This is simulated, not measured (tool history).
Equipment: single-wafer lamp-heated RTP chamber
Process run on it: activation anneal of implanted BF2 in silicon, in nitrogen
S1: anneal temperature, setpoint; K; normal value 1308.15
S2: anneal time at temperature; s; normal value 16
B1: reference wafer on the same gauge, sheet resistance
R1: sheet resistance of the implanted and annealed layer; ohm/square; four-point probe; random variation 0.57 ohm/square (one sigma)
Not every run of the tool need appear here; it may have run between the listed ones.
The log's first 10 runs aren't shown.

run     day       S1  S2      B1      R1
 11  18.054  1291.15  16  308.04  263.04
 12  19.208  1291.15  16  308.05  263.38
 13  22.046  1308.15  16  307.91  258.02
     22.521  -- pyrometer window cleaned and pyrometer calibrated
 14  23.508  1308.15  16  307.98  260.43
 15  25.146  1308.15  16  308.00  260.64
     26.112  -- gauge calibrated
 16  27.854  1308.15  16  308.02  259.75
 17  30.704  1308.15  16  308.00  259.74
 18  32.204  1308.15  16  307.96  258.55
 19  35.075  1308.15  16  307.97  258.97
 20  36.900  1317.15  25  308.02  252.70
 21  38.696  1317.15  25  307.97  252.01
     40.488  -- reflector plate cleaned
 22  40.667  1280.15  19  308.13  267.70
     43.088  -- pyrometer window cleaned and pyrometer calibrated
 23  43.662  1329.15  20  308.00  255.91
 24  45.479  1284.15  24  308.06  267.25
 25  47.004  1308.15  13  308.06  262.64
 26  48.654  1308.15  16  307.99  260.14
 27  51.450  1318.15  21  307.96  254.56
 28  54.046  1308.15  16  307.99  260.05
 29  55.629  1322.15  23  308.05  253.52
 30  57.229  1291.15  16  307.93  264.41
     59.275  -- pyrometer window cleaned and pyrometer calibrated
 31  59.396  1317.15  16  307.97  259.13
 32  60.500  1337.15  20  307.98  253.54
 33  62.275  1337.15  20  308.00  253.61
 34  64.338  1282.15  13  308.03  271.29

Forecast each of these 4 alternatives for the next run:
  A  64.354  1324.15  16   ?   ?
  B  64.354  1317.15   7   ?   ?
  C  64.354  1336.15   9   ?   ?
  D  64.354  1328.15   6   ?   ?

run      B1      R1
  A  308.14  256.06
  B  308.14  264.64
  C  308.14  258.42
  D  308.14  262.99
Had the tool no hidden state, the same runs would have come out as:
run      R1
  A  259.27
  B  269.08
  C  261.45
  D  266.95
